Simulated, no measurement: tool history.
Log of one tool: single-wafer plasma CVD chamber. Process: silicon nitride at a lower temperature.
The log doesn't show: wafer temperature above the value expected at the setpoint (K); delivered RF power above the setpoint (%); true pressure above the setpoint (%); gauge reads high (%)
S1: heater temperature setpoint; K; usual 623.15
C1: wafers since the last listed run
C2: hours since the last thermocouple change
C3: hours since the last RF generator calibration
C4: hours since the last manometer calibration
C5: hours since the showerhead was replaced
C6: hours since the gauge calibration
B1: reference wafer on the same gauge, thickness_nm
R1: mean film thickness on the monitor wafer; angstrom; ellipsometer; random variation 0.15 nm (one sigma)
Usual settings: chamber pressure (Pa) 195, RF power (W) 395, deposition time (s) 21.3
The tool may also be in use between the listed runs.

Run 1, hour 0: usual settings but RF power (W) 335; C1 0; C2 997.5; C3 1300.6; C4 753.8; C5 13.5; C6 41.6; B1 31.901. Result: R1 252.79 angstrom.
Run 2, hour 97.2: usual settings; C1 1858; C2 1094.7; C3 1397.8; C4 851; C5 110.7; C6 138.8; B1 31.9. Result: R1 290.4 angstrom.
At hour 138.4: RF generator calibrated.
Run 3, hour 146.6: usual settings; C1 791; C2 1144.1; C3 8.2; C4 900.4; C5 160.1; C6 188.2; B1 31.89. Result: R1 298.62 angstrom.
Run 4, hour 233.6: usual settings; C1 1663; C2 1231.1; C3 95.2; C4 987.4; C5 247.1; C6 275.2; B1 31.91. Result: R1 300.55 angstrom.
Run 5, hour 308.1: usual settings but chamber pressure (Pa) 217; C1 1424; C2 1305.6; C3 169.7; C4 1061.9; C5 321.6; C6 349.7; B1 31.909. Result: R1 313.68 angstrom.
Run 6, hour 347.4: usual settings but chamber pressure (Pa) 217; C1 751; C2 1344.9; C3 209; C4 1101.2; C5 360.9; C6 389; B1 31.891. Result: R1 315.97 angstrom.
At hour 377.8: capacitance manometer re-zeroed and calibrated.
Run 7, hour 427.7: usual settings but chamber pressure (Pa) 217; C1 1382; C2 1425.2; C3 289.3; C4 49.9; C5 441.2; C6 469.3; B1 31.899. Result: R1 315.92 angstrom.
Run 8, hour 481.6: usual settings; C1 1030; C2 1479.1; C3 343.2; C4 103.8; C5 495.1; C6 523.2; B1 31.873. Result: R1 296.42 angstrom.
Run 9, hour 544.9: usual settings; C1 1210; C2 1542.4; C3 406.5; C4 167.1; C5 558.4; C6 586.5; B1 31.914. Result: R1 297.7 angstrom.
Run 10, hour 606.7: usual settings; C1 1181; C2 1604.2; C3 468.3; C4 228.9; C5 620.2; C6 648.3; B1 31.848. Result: R1 297.38 angstrom.
At hour 634.6: thermocouple changed; heater temperature recalibrated.
Run 11, hour 697.8: usual settings but S1 616.15 K; C1 1588; C2 63.2; C3 559.4; C4 320; C5 711.3; C6 739.4; B1 31.895. Result: R1 295.25 angstrom.
Run 12, hour 777.2: usual settings but S1 614.15 K, chamber pressure (Pa) 220, RF power (W) 370, deposition time (s) 22.4; C1 1518; C2 142.6; C3 638.8; C4 399.4; C5 790.7; C6 818.8; B1 31.893. Result: R1 313.3 angstrom.
Run 13, hour 869.1: usual settings but chamber pressure (Pa) 148; C1 1757; C2 234.5; C3 730.7; C4 491.3; C5 882.6; C6 910.7; B1 31.891. Result: R1 253.43 angstrom.
Run 14, hour 912.8: usual settings; C1 835; C2 278.2; C3 774.4; C4 535; C5 926.3; C6 954.4; B1 31.887. Result: R1 293.49 angstrom.
Run 15, hour 981.9: usual settings but chamber pressure (Pa) 153, RF power (W) 355, deposition time (s) 22.8; C1 1321; C2 347.3; C3 843.5; C4 604.1; C5 995.4; C6 1023.5; B1 31.901. Result: R1 251.19 angstrom.
Run 16, hour 1088.8: usual settings; C1 2043; C2 454.2; C3 950.4; C4 711; C5 1102.3; C6 1130.4; B1 31.922. Result: R1 292.94 angstrom.
Run 17, hour 1133.2: usual settings but RF power (W) 470, deposition time (s) 25.2; C1 848; C2 498.6; C3 994.8; C4 755.4; C5 1146.7; C6 1174.8; B1 31.864. Result: R1 400.24 angstrom.
Run 18, hour 1200.6: usual settings; C1 1288; C2 566; C3 1062.2; C4 822.8; C5 1214.1; C6 1242.2; B1 31.934. Result: R1 292.96 angstrom.
Run 19, hour 1274.3: usual settings; C1 1409; C2 639.7; C3 1135.9; C4 896.5; C5 1287.8; C6 1315.9; B1 31.916. Result: R1 295.7 angstrom.
Run 20, hour 1330.4: usual settings; C1 1072; C2 695.8; C3 1192; C4 952.6; C5 1343.9; C6 1372; B1 31.864. Result: R1 291.02 angstrom.
Run 21, hour 1434.5: usual settings but S1 634.15 K, RF power (W) 425; C1 1990; C2 799.9; C3 1296.1; C4 1056.7; C5 1448; C6 1476.1; B1 31.877. Result: R1 308.67 angstrom.
At hour 1489.3: capacitance manometer re-zeroed and calibrated.
Run 22, hour 1540.9: usual settings; C1 1881; C2 906.3; C3 1402.5; C4 51.6; C5 1554.4; C6 1582.5; B1 31.895. Result: R1 290.12 angstrom.
Run 23, hour 1629.9: usual settings but chamber pressure (Pa) 223; C1 1701; C2 995.3; C3 1491.5; C4 140.6; C5 1643.4; C6 1671.5; B1 31.9. Result: R1 309.34 angstrom.
Run 24, hour 1670.1: usual settings; C1 768; C2 1035.5; C3 1531.7; C4 180.8; C5 1683.6; C6 1711.7; B1 31.906. Result: R1 290.24 angstrom.
At hour 1740.7: RF generator calibrated.
Run 25, hour 1746.3: usual settings but chamber pressure (Pa) 161, deposition time (s) 24.2; C1 1303; C2 1111.7; C3 5.6; C4 257; C5 1759.8; C6 1787.9; B1 31.874. Result: R1 311.77 angstrom.
Run 26, hour 1853.3: usual settings but deposition time (s) 23; C1 2045; C2 1218.7; C3 112.6; C4 364; C5 1866.8; C6 1894.9; B1 31.894. Result: R1 325.22 angstrom.
Run 27, hour 1899.3: usual settings but deposition time (s) 18.4; C1 879; C2 1264.7; C3 158.6; C4 410; C5 1912.8; C6 1940.9; B1 31.886. Result: R1 258.96 angstrom.
Run 28, hour 1959.9: usual settings but chamber pressure (Pa) 232, RF power (W) 340, deposition time (s) 20; C1 1158; C2 1325.3; C3 219.2; C4 470.6; C5 1973.4; C6 2001.5; B1 31.893. Result: R1 265.52 angstrom.

Measured less the same run without the tool's hidden state. The same run-to-run variation is in both; the gauge's scatter may not be:
run      R1
  1   -9.97
  2  -11.56
  3   -1.79
  4   -2.42
  5   -3.13
  6   -3.46
  7   -4.11
  8   -4.27
  9   -4.77
 10   -5.25
 11    -5.9
 12   -7.09
 13   -6.21
 14   -7.53
 15   -7.09
 16   -8.88
 17  -11.22
 18   -9.77
 19  -10.44
 20  -10.72
 21   -11.6
 22  -12.36
 23  -13.93
 24   -13.4
 25    -1.8
 26   -2.71
 27   -2.47
 28    -3.2
